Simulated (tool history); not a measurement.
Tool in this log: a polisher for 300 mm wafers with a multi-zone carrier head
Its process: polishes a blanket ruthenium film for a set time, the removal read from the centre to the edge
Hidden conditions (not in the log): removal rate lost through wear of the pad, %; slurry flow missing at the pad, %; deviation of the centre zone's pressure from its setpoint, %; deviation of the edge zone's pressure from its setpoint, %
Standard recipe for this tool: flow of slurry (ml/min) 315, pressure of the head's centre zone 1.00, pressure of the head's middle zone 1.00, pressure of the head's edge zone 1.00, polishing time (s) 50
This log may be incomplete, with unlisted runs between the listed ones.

| run | hour | flow of slurry (ml/min) | pressure of the head's centre zone | pressure of the head's middle zone | pressure of the head's edge zone | polishing time (s) | wafers since the last listed run | wafers polished on this pad | hours since the slurry nozzle was cleaned | hours since the centre zone pressure was calibrated | hours since the edge zone pressure was calibrated | hours since the carrier head's membrane was replaced | incoming thickness of the incoming film, nm | film removed at the wafer's centre (angstrom) | film removed at mid-radius (angstrom) | film removed at the wafer's edge (angstrom) |
|---|---|---|---|---|---|---|---|---|---|---|---|---|---|---|---|---|
| 1 | 0.0 | 315 | 1.00 | 1.00 | 1.00 | 50 | 0 | 3584 | 70.1 | 169.4 | 406.3 | 253.6 | 575.3 | 653 | 649 | 665 |
| 2 | 42.2 | 315 | 1.00 | 1.00 | 1.00 | 50 | 535 | 4119 | 112.3 | 211.6 | 448.5 | 295.8 | 576.6 | 648 | 653 | 668 |
|  | 220.9 | worn pad replaced by a new one |
| 3 | 289.9 | 315 | 1.00 | 1.00 | 1.00 | 50 | 3092 | 875 | 360.0 | 459.3 | 696.2 | 543.5 | 585.6 | 660 | 654 | 656 |
| 4 | 336.7 | 315 | 1.00 | 1.00 | 1.00 | 50 | 593 | 1469 | 406.8 | 506.1 | 743.0 | 590.3 | 575.5 | 662 | 645 | 669 |
| 5 | 425.3 | 315 | 1.00 | 1.00 | 1.00 | 50 | 1124 | 2594 | 495.4 | 594.7 | 831.6 | 678.9 | 590.0 | 645 | 647 | 667 |
|  | 442.4 | carrier head's membrane replaced by a new one |
|  | 464.5 | slurry nozzle cleaned |
|  | 481.4 | centre zone pressure recalibrated |
| 6 | 517.2 | 315 | 1.00 | 1.00 | 1.00 | 50 | 1064 | 3658 | 52.7 | 35.8 | 923.5 | 74.8 | 571.3 | 660 | 654 | 659 |
|  | 531.2 | edge zone pressure recalibrated |
| 7 | 594.1 | 315 | 1.00 | 1.00 | 1.00 | 50 | 950 | 4609 | 129.6 | 112.7 | 62.9 | 151.7 | 590.9 | 656 | 655 | 670 |
|  | 817.6 | worn pad replaced by a new one |
| 8 | 846.9 | 315 | 1.00 | 1.00 | 1.00 | 45 | 3157 | 371 | 382.4 | 365.5 | 315.7 | 404.5 | 583.8 | 591 | 583 | 603 |
| 9 | 952.6 | 315 | 1.00 | 1.00 | 1.00 | 50 | 1341 | 1713 | 488.1 | 471.2 | 421.4 | 510.2 | 584.7 | 664 | 652 | 660 |
|  | 974.7 | centre zone pressure recalibrated |
| 10 | 1041.3 | 425 | 1.00 | 1.00 | 1.00 | 58 | 1100 | 2813 | 576.8 | 66.6 | 510.1 | 598.9 | 588.5 | 774 | 772 | 790 |
| 11 | 1134.1 | 205 | 0.96 | 1.00 | 1.00 | 68 | 1177 | 3990 | 669.6 | 159.4 | 602.9 | 691.7 | 569.0 | 805 | 827 | 877 |
|  | 1139.7 | carrier head's membrane replaced by a new one |
|  | 1148.2 | slurry nozzle cleaned |
| 12 | 1230.3 | 205 | 1.00 | 0.92 | 1.00 | 50 | 1144 | 5135 | 82.1 | 255.6 | 699.1 | 90.6 | 582.8 | 612 | 583 | 630 |
| 13 | 1276.4 | 315 | 1.00 | 1.00 | 1.03 | 50 | 585 | 5720 | 128.2 | 301.7 | 745.2 | 136.7 | 568.7 | 655 | 652 | 664 |
| 14 | 1350.2 | 315 | 1.00 | 1.00 | 0.96 | 50 | 936 | 6657 | 202.0 | 375.5 | 819.0 | 210.5 | 580.2 | 660 | 649 | 656 |
| 15 | 1445.1 | 315 | 1.00 | 1.00 | 1.07 | 50 | 1204 | 7861 | 296.9 | 470.4 | 913.9 | 305.4 | 585.6 | 649 | 656 | 680 |
|  | 1466.4 | edge zone pressure recalibrated |
|  | 1474.7 | worn pad replaced by a new one |
| 16 | 1540.3 | 420 | 1.00 | 0.89 | 1.00 | 50 | 1131 | 832 | 392.1 | 565.6 | 73.9 | 400.6 | 584.3 | 665 | 608 | 678 |
|  | 1580.2 | centre zone pressure recalibrated |
| 17 | 1631.6 | 390 | 1.00 | 1.00 | 1.00 | 50 | 1133 | 1965 | 483.4 | 51.4 | 165.2 | 491.9 | 583.8 | 674 | 662 | 681 |

Forecast run 18:
|  | 1708.4 | slurry nozzle cleaned |
| 18 | 1728.3 | 315 | 1.00 | 1.00 | 1.02 | 50 | 1214 | 3180 | 19.9 | 148.1 | 261.9 | 588.6 | 582.4 | ? | ? | ? |

For run 18 the tool returned film removed at the wafer's centre (angstrom) 657, film removed at mid-radius (angstrom) 649, film removed at the wafer's edge (angstrom) 662.
Without the tool's hidden state the same run would have given film removed at the wafer's centre (angstrom) 657, film removed at mid-radius (angstrom) 649, film removed at the wafer's edge (angstrom) 662.

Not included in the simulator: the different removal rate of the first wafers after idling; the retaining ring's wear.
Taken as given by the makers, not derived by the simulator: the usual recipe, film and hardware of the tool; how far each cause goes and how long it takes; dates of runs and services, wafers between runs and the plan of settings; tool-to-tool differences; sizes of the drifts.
